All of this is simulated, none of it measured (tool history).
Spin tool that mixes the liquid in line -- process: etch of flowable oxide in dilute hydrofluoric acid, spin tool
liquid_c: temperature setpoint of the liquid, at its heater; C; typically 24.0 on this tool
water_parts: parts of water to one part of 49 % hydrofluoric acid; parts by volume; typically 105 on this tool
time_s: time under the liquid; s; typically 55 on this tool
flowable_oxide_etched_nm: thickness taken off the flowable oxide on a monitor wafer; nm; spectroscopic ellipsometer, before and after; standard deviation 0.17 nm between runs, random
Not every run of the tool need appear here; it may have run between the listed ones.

| run | day | liquid_c | water_parts | time_s | read-back film thickness of the flowable oxide reference wafer, read on the same gauge (nm) | flowable_oxide_etched_nm |
|---|---|---|---|---|---|---|
| 1 | 0.000 | 24.0 | 105 | 55 | 130.02 | 28.31 |
| 2 | 0.338 | 24.0 | 105 | 55 | 129.99 | 28.45 |
| 3 | 0.742 | 24.0 | 105 | 55 | 129.98 | 28.22 |
| 4 | 1.017 | 24.0 | 105 | 55 | 130.01 | 28.46 |
| 5 | 1.617 | 24.0 | 105 | 55 | 129.98 | 28.54 |
| 6 | 2.262 | 24.0 | 105 | 70 | 130.01 | 36.10 |
|  | 2.638 | hydrofluoric acid flow meter replaced |
|  | 2.717 | thermometer replaced |
| 7 | 4.012 | 24.0 | 105 | 70 | 130.00 | 42.36 |
| 8 | 4.371 | 24.0 | 105 | 70 | 130.02 | 42.45 |
| 9 | 4.883 | 24.0 | 105 | 55 | 130.01 | 33.24 |
| 10 | 5.479 | 24.0 | 105 | 55 | 130.01 | 33.11 |
| 11 | 6.008 | 24.0 | 105 | 55 | 129.98 | 33.07 |
| 12 | 6.512 | 20.0 | 130 | 85 | 129.95 | 34.54 |
| 13 | 7.104 | 24.0 | 105 | 70 | 129.99 | 42.43 |
| 14 | 7.600 | 24.0 | 55 | 55 | 129.99 | 67.68 |
| 15 | 7.954 | 22.0 | 105 | 20 | 129.99 | 11.03 |
| 16 | 8.546 | 21.0 | 105 | 55 | 129.97 | 29.62 |
| 17 | 9.283 | 27.0 | 105 | 55 | 130.01 | 37.02 |
| 18 | 9.808 | 24.0 | 105 | 55 | 129.98 | 33.36 |
| 19 | 10.375 | 22.0 | 140 | 80 | 130.00 | 31.85 |
| 20 | 11.075 | 24.0 | 125 | 55 | 129.96 | 26.98 |
| 21 | 11.588 | 20.5 | 75 | 25 | 130.05 | 18.81 |
| 22 | 12.112 | 24.0 | 105 | 55 | 130.04 | 32.76 |
|  | 12.425 | gauge calibrated |
| 23 | 12.850 | 24.0 | 105 | 55 | 130.00 | 32.64 |
| 24 | 13.362 | 28.0 | 65 | 20 | 130.02 | 23.75 |
| 25 | 13.671 | 24.0 | 135 | 85 | 129.99 | 37.91 |
| 26 | 14.071 | 24.0 | 105 | 55 | 130.01 | 32.51 |
| 27 | 14.638 | 20.5 | 135 | 55 | 129.97 | 21.37 |
| 28 | 15.312 | 20.5 | 75 | 25 | 130.03 | 18.56 |
| 29 | 15.854 | 22.5 | 130 | 40 | 130.03 | 17.52 |
| 30 | 16.300 | 25.5 | 105 | 85 | 130.02 | 53.60 |
| 31 | 16.929 | 24.0 | 85 | 25 | 130.00 | 18.72 |
| 32 | 17.558 | 24.0 | 130 | 55 | 129.99 | 25.52 |
| 33 | 18.029 | 24.0 | 105 | 55 | 129.99 | 32.49 |

Below, each run's measurement less what the same run would have read without the hidden state. Both values contain the same run-to-run variation, but the gauge's scatter may not be the same in both:
Hidden conditions of the tool in this case: liquid hotter than its thermometer reads (K); hydrofluoric acid flow below the setpoint (%); gauge reads high (%).
| run | flowable_oxide_etched_nm |
|---|---|
| 1 | -5.34 |
| 2 | -5.39 |
| 3 | -5.37 |
| 4 | -5.45 |
| 5 | -5.51 |
| 6 | -7.02 |
| 7 | -0.66 |
| 8 | -0.69 |
| 9 | -0.57 |
| 10 | -0.61 |
| 11 | -0.65 |
| 12 | -0.72 |
| 13 | -0.92 |
| 14 | -1.45 |
| 15 | -0.26 |
| 16 | -0.72 |
| 17 | -0.97 |
| 18 | -0.90 |
| 19 | -0.92 |
| 20 | -0.81 |
| 21 | -0.56 |
| 22 | -1.04 |
| 23 | -1.08 |
| 24 | -0.79 |
| 25 | -1.35 |
| 26 | -1.16 |
| 27 | -0.79 |
| 28 | -0.68 |
| 29 | -0.70 |
| 30 | -2.16 |
| 31 | -0.76 |
| 32 | -1.12 |
| 33 | -1.41 |
